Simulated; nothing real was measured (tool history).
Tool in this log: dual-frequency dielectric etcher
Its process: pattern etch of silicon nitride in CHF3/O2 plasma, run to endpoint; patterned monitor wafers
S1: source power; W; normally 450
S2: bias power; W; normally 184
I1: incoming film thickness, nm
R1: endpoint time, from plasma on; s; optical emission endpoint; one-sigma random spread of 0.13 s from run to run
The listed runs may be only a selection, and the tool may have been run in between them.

Run 1, day 0.000: usual settings; I1 60.3. Result: R1 42.7 s.
Run 2, day 0.267: usual settings; I1 60.6. Result: R1 43.1 s.
Run 3, day 0.992: usual settings; I1 60.6. Result: R1 42.7 s.
Run 4, day 1.258: usual settings but S1 420 W; I1 60.2. Result: R1 43.9 s.
Run 5, day 1.858: usual settings but S1 420 W; I1 61.0. Result: R1 44.5 s.
Run 6, day 2.138: usual settings but S1 420 W; I1 60.2. Result: R1 43.8 s.
Run 7, day 2.733: usual settings; I1 59.7. Result: R1 42.3 s.
Run 8, day 3.279: usual settings; I1 60.9. Result: R1 42.9 s.
Run 9, day 3.850: usual settings; I1 60.1. Result: R1 42.3 s.
Run 10, day 4.121: usual settings; I1 60.2. Result: R1 42.4 s.
At day 4.688: source power generator calibrated.
Run 11, day 4.708: usual settings; I1 60.4. Result: R1 42.5 s.
Run 12, day 5.042: usual settings; I1 60.5. Result: R1 42.4 s.
At day 5.346: bias power generator calibrated.
Run 13, day 5.483: usual settings; I1 60.6. Result: R1 42.3 s.
At day 6.667: upper electrode replaced.
Run 14, day 6.688: usual settings; I1 60.8. Result: R1 42.6 s.
Run 15, day 6.704: usual settings but S1 510 W; I1 61.1. Result: R1 40.3 s.
Run 16, day 7.012: usual settings but S1 410 W, S2 209 W; I1 59.9. Result: R1 42.2 s.
Run 17, day 7.462: usual settings; I1 59.9. Result: R1 42.0 s.
Run 18, day 8.150: usual settings but S1 490 W; I1 60.6. Result: R1 40.8 s.
Run 19, day 8.692: usual settings but S1 530 W, S2 144 W; I1 60.7. Result: R1 42.1 s.
Run 20, day 9.062: usual settings but S2 224 W; I1 60.4. Result: R1 39.7 s.
Run 21, day 9.442: usual settings but S2 218 W; I1 61.1. Result: R1 40.2 s.
Run 22, day 9.925: usual settings but S1 400 W, S2 220 W; I1 61.2. Result: R1 42.6 s.
At day 11.371: wet clean of the chamber.
Run 23, day 11.392: usual settings but S1 340 W, S2 223 W; I1 60.0. Result: R1 46.1 s.
Run 24, day 11.404: usual settings; I1 60.2. Result: R1 43.0 s.
Run 25, day 11.417: usual settings; I1 60.1. Result: R1 43.3 s.
Run 26, day 11.683: usual settings but S1 420 W; I1 60.7. Result: R1 44.7 s.
Run 27, day 12.100: usual settings but S2 226 W; I1 60.6. Result: R1 40.8 s.
Run 28, day 12.638: usual settings but S1 500 W, S2 202 W; I1 60.7. Result: R1 40.1 s.
Run 29, day 13.383: usual settings but S1 400 W, S2 212 W; I1 60.6. Result: R1 43.7 s.
Run 30, day 13.900: usual settings; I1 59.7. Result: R1 42.4 s.
Run 31, day 14.400: usual settings but S1 510 W, S2 207 W; I1 60.5. Result: R1 39.5 s.

Subtracting, for every run, the result it would have given without the tool's unlogged condition from the measured result gives the following. The same run-to-run variation enters both numbers; the gauge's scatter may not:
What the log doesn't record here: etch rate over this chamber's usual, %; source power that arrives over what is set, %; bias power that arrives over what is set, %.
run    R1
  1  -0.5
  2  -0.5
  3  -0.6
  4  -0.6
  5  -0.7
  6  -0.7
  7  -0.7
  8  -0.8
  9  -0.8
 10  -0.8
 11  -0.8
 12  -0.8
 13  -0.9
 14  -1.1
 15  -1.0
 16  -1.0
 17  -1.1
 18  -1.1
 19  -1.1
 20  -1.1
 21  -1.2
 22  -1.3
 23  +0.0
 24  -0.1
 25  +0.0
 26  +0.0
 27  -0.1
 28  -0.1
 29  -0.2
 30  -0.2
 31  -0.2
